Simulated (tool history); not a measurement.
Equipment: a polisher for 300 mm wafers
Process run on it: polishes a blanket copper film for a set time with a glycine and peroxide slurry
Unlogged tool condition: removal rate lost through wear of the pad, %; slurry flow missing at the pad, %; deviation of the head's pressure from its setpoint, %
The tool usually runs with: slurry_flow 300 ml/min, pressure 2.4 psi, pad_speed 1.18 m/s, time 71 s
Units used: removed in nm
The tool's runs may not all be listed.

run    hour  slurry_flow  pressure  pad_speed  time  wafers since the last listed run  wafers polished on this pad  hours since the slurry nozzle was cleaned  hours since the head pressure was calibrated  incoming thickness of the incoming film, nm  removed
  1     0.0          300       2.4       1.18    71                                 0                         4353                                      470.3                                         248.7                                       1114.2    471.7
       11.7  -- worn pad replaced by a new one
  2   105.5          300       2.4       1.18    71                               564                          521                                      575.8                                         354.2                                       1139.1    457.8
  3   207.7          380       2.4       1.50    71                               568                         1089                                      678.0                                         456.4                                       1136.5    578.0
  4   420.9          300       2.4       1.18    71                              1185                         2275                                      891.2                                         669.6                                       1122.9    452.1
      471.7  -- head pressure recalibrated
  5   472.2          300       2.4       1.18    71                               274                         2549                                      942.5                                           0.5                                       1102.8    452.1
      483.6  -- slurry nozzle cleaned
  6   577.4          300       2.4       1.18    71                               579                         3128                                       93.8                                         105.7                                       1120.3    484.5
  7   647.4          260       2.4       1.18    71                               389                         3517                                      163.8                                         175.7                                       1115.8    462.9
  8   733.2          300       2.4       1.18    71                               477                         3994                                      249.6                                         261.5                                       1096.1    482.2
      769.9  -- worn pad replaced by a new one
  9   799.8          300       2.4       1.18    71                               348                          166                                      316.2                                         328.1                                       1115.7    472.8
 10  1032.5          300       2.4       1.18    71                              1293                         1460                                      548.9                                         560.8                                       1119.6    463.1
 11  1078.7          300       2.4       1.18    71                               256                         1717                                      595.1                                         607.0                                       1125.8    466.0
 12  1171.9          300       2.4       1.18    71                               518                         2235                                      688.3                                         700.2                                       1129.7    458.7
     1267.1  -- head pressure recalibrated
 13  1274.6          300       2.4       1.18    71                               559                         2795                                      791.0                                           7.5                                       1125.4    452.0
 14  1339.8          300       2.4       1.18    71                               362                         3157                                      856.2                                          72.7                                       1134.4    460.9
 15  1390.0          300       2.4       1.18    60                               279                         3436                                      906.4                                         122.9                                       1124.6    380.4
     1408.4  -- slurry nozzle cleaned
 16  1440.3          300       2.4       1.18    48                               274                         3710                                       31.9                                         173.2                                       1130.4    320.4
 17  1476.3          300       1.9       1.34    64                               200                         3910                                       67.9                                         209.2                                       1112.5    422.4
 18  1550.2          300       2.4       1.38    54                               410                         4321                                      141.8                                         283.1                                       1115.6    408.2
 19  1639.5          260       2.0       1.00    71                               496                         4818                                      231.1                                         372.4                                       1124.1    363.1
     1674.6  -- worn pad replaced by a new one
 20  1741.7          300       2.4       1.18    71                               545                          372                                      333.3                                         474.6                                       1124.1    472.0
 21  1820.9          340       1.6       0.92    55                               440                          813                                      412.5                                         553.8                                       1110.0    242.3
 22  1883.1          300       2.4       1.18    71                               345                         1159                                      474.7                                         616.0                                       1117.1    474.8
 23  1937.8          300       1.9       0.84    71                               304                         1463                                      529.4                                         670.7                                       1137.5    310.3
     1994.1  -- head pressure recalibrated
 24  2033.8          400       1.7       1.00    78                               522                         1985                                      625.4                                          39.7                                       1140.0    378.2
 25  2113.7          300       2.4       1.18    71                               444                         2429                                      705.3                                         119.6                                       1111.7    468.6
     2151.2  -- slurry nozzle cleaned
 26  2177.7          235       2.4       1.18    71                               350                         2780                                       26.5                                         183.6                                       1145.6    472.6
 27  2249.8          400       2.6       0.94    49                               400                         3181                                       98.6                                         255.7                                       1145.1    296.0
 28  2339.9          300       2.4       1.18    71                               500                         3682                                      188.7                                         345.8                                       1123.2    466.1
     2425.5  -- worn pad replaced by a new one
 29  2628.6          300       2.4       1.30    71                              1582                         1129                                      477.4                                         634.5                                       1124.1    506.9
 30  2691.5          300       2.4       1.18    71                               349                         1478                                      540.3                                         697.4                                       1099.1    469.0
     2732.6  -- head pressure recalibrated
 31  2758.4          300       2.4       1.18    71                               360                         1839                                      607.2                                          25.8                                       1112.9    459.8
 32  2844.4          300       2.4       0.84    71                               478                         2317                                      693.2                                         111.8                                       1131.4    342.6
 33  3013.9          300       2.4       1.18    84                               942                         3260                                      862.7                                         281.3                                       1118.3    520.5
     3079.5  -- slurry nozzle cleaned
 34  3119.4          300       2.4       1.18    71                               580                         3841                                       39.9                                         386.8                                       1128.0    480.1
     3169.1  -- worn pad replaced by a new one
 35  3201.9          300       2.8       1.18    71                               436                          182                                      122.4                                         469.3                                       1135.0    530.0
 36  3309.0          300       1.9       1.18    79                               595                          777                                      229.5                                         576.4                                       1119.3    445.0

Each row is a separate what-if for the run after 36, all from the same tool condition, not one after another. Results?
  A  3309.4          300       2.4       1.18    53                                 2                          780                                      229.9                                         576.8                                       1130.1        ?
  B  3309.4          215       2.4       1.18    71                                 2                          780                                      229.9                                         576.8                                       1130.1        ?
  C  3309.4          300       2.7       1.18    71                                 2                          780                                      229.9                                         576.8                                       1130.1        ?
  D  3309.4          300       1.8       0.86    92                                 2                          780                                      229.9                                         576.8                                       1130.1        ?
  E  3309.4          200       1.7       1.46    53                                 2                          780                                      229.9                                         576.8                                       1130.1        ?

run  removed
  A    345.3
  B    444.1
  C    498.0
  D    398.1
  E    319.9
Without the tool's hidden state the same runs would have given:
run  removed
  A    351.5
  B    455.0
  C    507.0
  D    405.3
  E    328.3
